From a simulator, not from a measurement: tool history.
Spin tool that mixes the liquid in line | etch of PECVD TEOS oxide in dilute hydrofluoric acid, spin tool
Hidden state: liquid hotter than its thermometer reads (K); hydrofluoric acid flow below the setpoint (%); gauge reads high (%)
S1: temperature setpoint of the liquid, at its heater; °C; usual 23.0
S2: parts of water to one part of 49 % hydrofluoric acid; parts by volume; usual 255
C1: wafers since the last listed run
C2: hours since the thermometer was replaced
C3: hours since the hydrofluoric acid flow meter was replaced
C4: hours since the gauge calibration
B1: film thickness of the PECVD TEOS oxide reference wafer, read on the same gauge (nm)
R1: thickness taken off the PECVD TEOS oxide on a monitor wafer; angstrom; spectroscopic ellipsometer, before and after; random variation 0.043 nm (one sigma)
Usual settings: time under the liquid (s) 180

{"run": 1, "hour": 0.0, "S1": 23.0, "S2": 255, "time under the liquid (s)": 180, "C1": 0, "C2": 1667.8, "C3": 1628.9, "C4": 272.1, "B1": 110.0, "R1": 84.6}
{"run": 2, "hour": 16.6, "S1": 23.0, "S2": 255, "time under the liquid (s)": 180, "C1": 119, "C2": 1684.4, "C3": 1645.5, "C4": 288.7, "B1": 110.01, "R1": 84.6}
{"run": 3, "hour": 33.5, "S1": 23.0, "S2": 255, "time under the liquid (s)": 180, "C1": 122, "C2": 1701.3, "C3": 1662.4, "C4": 305.6, "B1": 109.99, "R1": 84.8}
{"run": 4, "hour": 44.1, "S1": 23.0, "S2": 195, "time under the liquid (s)": 180, "C1": 76, "C2": 1711.9, "C3": 1673.0, "C4": 316.2, "B1": 110.01, "R1": 118.6}
{"run": 5, "hour": 91.8, "S1": 23.0, "S2": 195, "time under the liquid (s)": 180, "C1": 344, "C2": 1759.6, "C3": 1720.7, "C4": 363.9, "B1": 109.98, "R1": 118.6}
{"run": 6, "hour": 99.8, "S1": 23.0, "S2": 195, "time under the liquid (s)": 180, "C1": 57, "C2": 1767.6, "C3": 1728.7, "C4": 371.9, "B1": 110.0, "R1": 118.5}
{"run": 7, "hour": 112.1, "S1": 23.0, "S2": 290, "time under the liquid (s)": 180, "C1": 88, "C2": 1779.9, "C3": 1741.0, "C4": 384.2, "B1": 110.0, "R1": 72.9}
{"run": 8, "hour": 119.8, "S1": 23.0, "S2": 255, "time under the liquid (s)": 180, "C1": 55, "C2": 1787.6, "C3": 1748.7, "C4": 391.9, "B1": 109.99, "R1": 85.3}
{"run": 9, "hour": 136.7, "S1": 23.0, "S2": 255, "time under the liquid (s)": 180, "C1": 122, "C2": 1804.5, "C3": 1765.6, "C4": 408.8, "B1": 110.0, "R1": 85.7}
{"run": 10, "hour": 152.7, "S1": 23.0, "S2": 255, "time under the liquid (s)": 180, "C1": 115, "C2": 1820.5, "C3": 1781.6, "C4": 424.8, "B1": 110.01, "R1": 85.7}
{"run": 11, "hour": 161.3, "S1": 23.0, "S2": 255, "time under the liquid (s)": 180, "C1": 62, "C2": 1829.1, "C3": 1790.2, "C4": 433.4, "B1": 109.99, "R1": 85.8}
{"hour": 162.1, "done": "gauge calibrated"}
{"run": 12, "hour": 170.1, "S1": 23.0, "S2": 255, "time under the liquid (s)": 180, "C1": 63, "C2": 1837.9, "C3": 1799.0, "C4": 8.0, "B1": 109.97, "R1": 86.0}
{"hour": 173.6, "done": "thermometer replaced"}
{"run": 13, "hour": 181.0, "S1": 20.0, "S2": 205, "time under the liquid (s)": 215, "C1": 71, "C2": 7.4, "C3": 1809.9, "C4": 18.9, "B1": 109.99, "R1": 109.2}
{"hour": 182.1, "done": "hydrofluoric acid flow meter replaced"}
{"run": 14, "hour": 189.5, "S1": 24.5, "S2": 295, "time under the liquid (s)": 240, "C1": 54, "C2": 15.9, "C3": 7.4, "C4": 27.4, "B1": 110.02, "R1": 90.6}
{"run": 15, "hour": 217.3, "S1": 23.0, "S2": 220, "time under the liquid (s)": 180, "C1": 200, "C2": 43.7, "C3": 35.2, "C4": 55.2, "B1": 110.0, "R1": 92.8}
{"run": 16, "hour": 231.2, "S1": 23.0, "S2": 255, "time under the liquid (s)": 215, "C1": 100, "C2": 57.6, "C3": 49.1, "C4": 69.1, "B1": 110.01, "R1": 92.3}
{"run": 17, "hour": 239.6, "S1": 23.0, "S2": 175, "time under the liquid (s)": 115, "C1": 60, "C2": 66.0, "C3": 57.5, "C4": 77.5, "B1": 110.02, "R1": 77.7}
{"run": 18, "hour": 248.5, "S1": 23.0, "S2": 150, "time under the liquid (s)": 180, "C1": 64, "C2": 74.9, "C3": 66.4, "C4": 86.4, "B1": 110.0, "R1": 147.1}
{"run": 19, "hour": 266.2, "S1": 20.0, "S2": 205, "time under the liquid (s)": 215, "C1": 127, "C2": 92.6, "C3": 84.1, "C4": 104.1, "B1": 110.01, "R1": 109.1}
{"run": 20, "hour": 273.2, "S1": 23.0, "S2": 255, "time under the liquid (s)": 180, "C1": 50, "C2": 99.6, "C3": 91.1, "C4": 111.1, "B1": 109.97, "R1": 77.4}
{"run": 21, "hour": 287.2, "S1": 24.5, "S2": 380, "time under the liquid (s)": 115, "C1": 101, "C2": 113.6, "C3": 105.1, "C4": 125.1, "B1": 109.99, "R1": 30.8}
{"run": 22, "hour": 335.6, "S1": 23.0, "S2": 255, "time under the liquid (s)": 180, "C1": 349, "C2": 162.0, "C3": 153.5, "C4": 173.5, "B1": 110.0, "R1": 78.5}
{"run": 23, "hour": 348.8, "S1": 27.0, "S2": 130, "time under the liquid (s)": 180, "C1": 95, "C2": 175.2, "C3": 166.7, "C4": 186.7, "B1": 110.0, "R1": 202.4}
{"run": 24, "hour": 359.8, "S1": 27.0, "S2": 200, "time under the liquid (s)": 180, "C1": 79, "C2": 186.2, "C3": 177.7, "C4": 197.7, "B1": 110.02, "R1": 121.2}

Hidden state at the last listed run before each entry between runs and at the first one after, where it differs:
Between runs 11 and 12: gauge calibrated (hour 162.1)
  liquid hotter than its thermometer reads (K): 3.19 -> 3.2
  measured less the result without the state, R1: +9.1 -> +9.2 angstrom
Between runs 12 and 13: thermometer replaced (hour 173.6)
  liquid hotter than its thermometer reads (K): 3.2 -> 0.285
  measured less the result without the state, R1: +9.2 -> +1.2 angstrom
Between runs 13 and 14: hydrofluoric acid flow meter replaced (hour 182.1)
  liquid hotter than its thermometer reads (K): 0.285 -> 0.298
  measured less the result without the state, R1: +1.2 -> +1.0 angstrom
